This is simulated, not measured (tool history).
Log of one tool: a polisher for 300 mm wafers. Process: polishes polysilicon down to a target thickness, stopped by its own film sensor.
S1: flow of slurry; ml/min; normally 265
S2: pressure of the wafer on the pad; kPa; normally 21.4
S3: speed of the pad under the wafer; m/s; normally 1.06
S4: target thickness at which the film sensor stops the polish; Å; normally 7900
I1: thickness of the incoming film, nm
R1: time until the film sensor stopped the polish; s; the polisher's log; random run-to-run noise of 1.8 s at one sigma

run 1 hour=0.0 | S1=190 S2=21.4 S3=1.06 S4=6020 | I1=1640.6 | R1=129.8
run 2 hour=44.6 | S1=265 S2=15.2 S3=0.96 S4=7900 | I1=1668.7 | R1=144.7
run 3 hour=99.9 | S1=265 S2=15.2 S3=0.96 S4=7900 | I1=1624.4 | R1=136.3
run 4 hour=203.3 | S1=265 S2=21.4 S3=1.06 S4=7900 | I1=1631.2 | R1=104.9
-- hour=278.4 worn pad replaced by a new one
run 5 hour=279.5 | S1=265 S2=21.4 S3=1.06 S4=7900 | I1=1642.4 | R1=105.5
run 6 hour=319.7 | S1=265 S2=21.4 S3=1.06 S4=7900 | I1=1650.4 | R1=110.1
run 7 hour=414.9 | S1=265 S2=21.4 S3=1.28 S4=7900 | I1=1642.0 | R1=91.9
run 8 hour=491.4 | S1=265 S2=21.4 S3=1.28 S4=7900 | I1=1657.5 | R1=93.1
run 9 hour=529.3 | S1=265 S2=21.4 S3=1.28 S4=7900 | I1=1643.6 | R1=88.6
-- hour=565.6 slurry nozzle cleaned
run 10 hour=605.0 | S1=265 S2=21.4 S3=1.06 S4=7900 | I1=1650.3 | R1=102.4
run 11 hour=660.7 | S1=265 S2=21.4 S3=1.06 S4=7900 | I1=1639.5 | R1=102.6
run 12 hour=702.5 | S1=265 S2=21.4 S3=1.06 S4=7900 | I1=1650.6 | R1=105.6
-- hour=754.7 worn pad replaced by a new one
run 13 hour=800.6 | S1=265 S2=21.4 S3=1.06 S4=7900 | I1=1661.0 | R1=109.2
-- hour=858.0 head pressure recalibrated
run 14 hour=859.8 | S1=265 S2=21.4 S3=1.06 S4=7900 | I1=1614.8 | R1=104.3
run 15 hour=941.5 | S1=265 S2=21.4 S3=1.06 S4=7900 | I1=1637.0 | R1=104.7
run 16 hour=994.4 | S1=180 S2=28.3 S3=1.06 S4=7900 | I1=1632.5 | R1=98.9
run 17 hour=1078.8 | S1=265 S2=21.4 S3=1.06 S4=7900 | I1=1653.8 | R1=111.4
run 18 hour=1126.4 | S1=355 S2=21.4 S3=1.24 S4=7900 | I1=1632.8 | R1=88.6
-- hour=1128.6 slurry nozzle cleaned
-- hour=1132.2 worn pad replaced by a new one
run 19 hour=1177.5 | S1=265 S2=21.4 S3=1.28 S4=7900 | I1=1611.8 | R1=83.2
run 20 hour=1243.3 | S1=185 S2=19.3 S3=0.76 S4=7900 | I1=1659.1 | R1=167.6
run 21 hour=1337.8 | S1=265 S2=16.5 S3=1.44 S4=7900 | I1=1656.8 | R1=90.9
run 22 hour=1423.8 | S1=265 S2=24.1 S3=1.06 S4=6210 | I1=1625.8 | R1=120.0
run 23 hour=1468.2 | S1=265 S2=27.6 S3=1.06 S4=5440 | I1=1631.8 | R1=114.8
-- hour=1536.2 worn pad replaced by a new one
run 24 hour=1575.7 | S1=265 S2=21.4 S3=1.06 S4=7900 | I1=1658.8 | R1=111.1
run 25 hour=1633.0 | S1=315 S2=21.4 S3=1.06 S4=7900 | I1=1641.1 | R1=103.5
run 26 hour=1710.3 | S1=320 S2=21.4 S3=0.70 S4=6510 | I1=1633.4 | R1=189.7
-- hour=1732.5 slurry nozzle cleaned
-- hour=1912.7 worn pad replaced by a new one
run 27 hour=1947.5 | S1=355 S2=21.4 S3=1.06 S4=7900 | I1=1628.0 | R1=102.2
run 28 hour=2044.4 | S1=320 S2=27.6 S3=0.78 S4=5820 | I1=1667.7 | R1=157.6
-- hour=2054.7 head pressure recalibrated
run 29 hour=2106.1 | S1=265 S2=21.4 S3=1.06 S4=7900 | I1=1647.0 | R1=107.2
run 30 hour=2207.7 | S1=265 S2=21.4 S3=1.06 S4=7900 | I1=1644.7 | R1=111.5

Consider 4 possible next runs. They are alternatives, not a sequence: every one starts from the tool as it was left by run 30. What does each give?
run A hour=2208.1 | S1=265 S2=21.4 S3=1.06 S4=7900 | I1=1646.2 | R1=?
run B hour=2208.1 | S1=190 S2=24.8 S3=1.36 S4=10760 | I1=1646.2 | R1=?
run C hour=2208.1 | S1=265 S2=21.4 S3=1.06 S4=6570 | I1=1646.2 | R1=?
run D hour=2208.1 | S1=355 S2=21.4 S3=1.06 S4=6490 | I1=1646.2 | R1=?

run=A R1=108.2
run=B R1=54.5
run=C R1=125.0
run=D R1=120.9
Stripped of hidden state, with their random variation kept, the same runs would have yielded:
run=A R1=101.2
run=B R1=49.8
run=C R1=116.9
run=D R1=114.9
